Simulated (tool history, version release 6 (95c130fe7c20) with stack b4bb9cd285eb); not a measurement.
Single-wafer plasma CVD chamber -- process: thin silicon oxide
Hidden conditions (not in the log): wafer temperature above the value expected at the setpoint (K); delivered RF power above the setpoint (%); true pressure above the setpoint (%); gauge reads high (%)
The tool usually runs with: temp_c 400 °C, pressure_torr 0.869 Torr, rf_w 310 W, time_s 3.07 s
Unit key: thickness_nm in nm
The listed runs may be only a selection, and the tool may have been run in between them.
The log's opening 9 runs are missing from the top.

run	hour	temp_c	pressure_torr	rf_w	time_s	wafers since the last listed run	hours since the last thermocouple change	hours since the last RF generator calibration	hours since the last manometer calibration	hours since the showerhead was replaced	hours since the gauge calibration	read-back reference wafer on the same gauge, thickness_nm	thickness_nm
10	226.2	400	0.869	310	3.07	397	575.6	2103.7	14.5	8586.8	120.7	6.446	5.858
11	261.9	391	0.869	310	3.07	1014	611.3	2139.4	50.2	8622.5	156.4	6.433	5.886
12	277.5	400	0.869	310	3.07	443	626.9	2155.0	65.8	8638.1	172.0	6.437	5.833
13	307.5	400	0.869	310	3.07	852	656.9	2185.0	95.8	8668.1	202.0	6.431	5.833
14	328.8	389	0.869	265	3.07	605	678.2	2206.3	117.1	8689.4	223.3	6.445	5.396
# hour 346.7: RF generator calibrated
15	363.0	400	0.869	310	3.48	744	712.4	16.3	151.3	8723.6	257.5	6.433	6.950
16	387.6	414	0.869	325	3.07	699	737.0	40.9	175.9	8748.2	282.1	6.437	6.194
17	422.0	400	0.869	310	3.07	977	771.4	75.3	210.3	8782.6	316.5	6.447	6.086
18	438.9	400	0.869	310	3.48	480	788.3	92.2	227.2	8799.5	333.4	6.442	6.878
# hour 450.7: showerhead replaced
# hour 476.3: thermocouple changed; heater temperature recalibrated
19	476.8	400	0.710	310	3.49	622	0.5	130.1	265.1	26.1	371.3	6.442	5.879
20	502.3	407	1.036	345	2.54	724	26.0	155.6	290.6	51.6	396.8	6.450	5.930
21	526.0	393	1.012	285	3.07	673	49.7	179.3	314.3	75.3	420.5	6.451	6.492
22	549.1	400	0.869	310	3.07	656	72.8	202.4	337.4	98.4	443.6	6.447	5.979
23	584.5	400	0.869	310	3.07	1006	108.2	237.8	372.8	133.8	479.0	6.436	5.994
24	598.4	393	0.869	265	2.90	395	122.1	251.7	386.7	147.7	492.9	6.440	5.290
25	617.8	411	0.735	310	2.46	551	141.5	271.1	406.1	167.1	512.3	6.445	4.188
26	633.8	400	1.045	345	3.07	454	157.5	287.1	422.1	183.1	528.3	6.447	7.179
27	665.6	400	0.869	355	3.07	903	189.3	318.9	453.9	214.9	560.1	6.444	6.387
28	690.4	400	0.869	280	3.07	704	214.1	343.7	478.7	239.7	584.9	6.434	5.661
29	703.5	400	0.869	310	3.07	372	227.2	356.8	491.8	252.8	598.0	6.442	5.993
30	727.0	410	0.869	310	3.07	667	250.7	380.3	515.3	276.3	621.5	6.453	5.921

3 options for the next run, each taken on its own from the tool as it stands now. Forecast them:
A	727.4	400	0.869	310	3.07	11	251.1	380.7	515.7	276.7	621.9	?	?
B	727.4	400	0.813	330	3.07	11	251.1	380.7	515.7	276.7	621.9	?	?
C	727.4	393	1.030	310	3.31	11	251.1	380.7	515.7	276.7	621.9	?	?

run	read-back reference wafer on the same gauge, thickness_nm	thickness_nm
A	6.445	5.939
B	6.445	5.803
C	6.445	7.275
Without the tool's unlogged condition, the same runs would have read:
run	thickness_nm
A	6.163
B	6.042
C	7.507
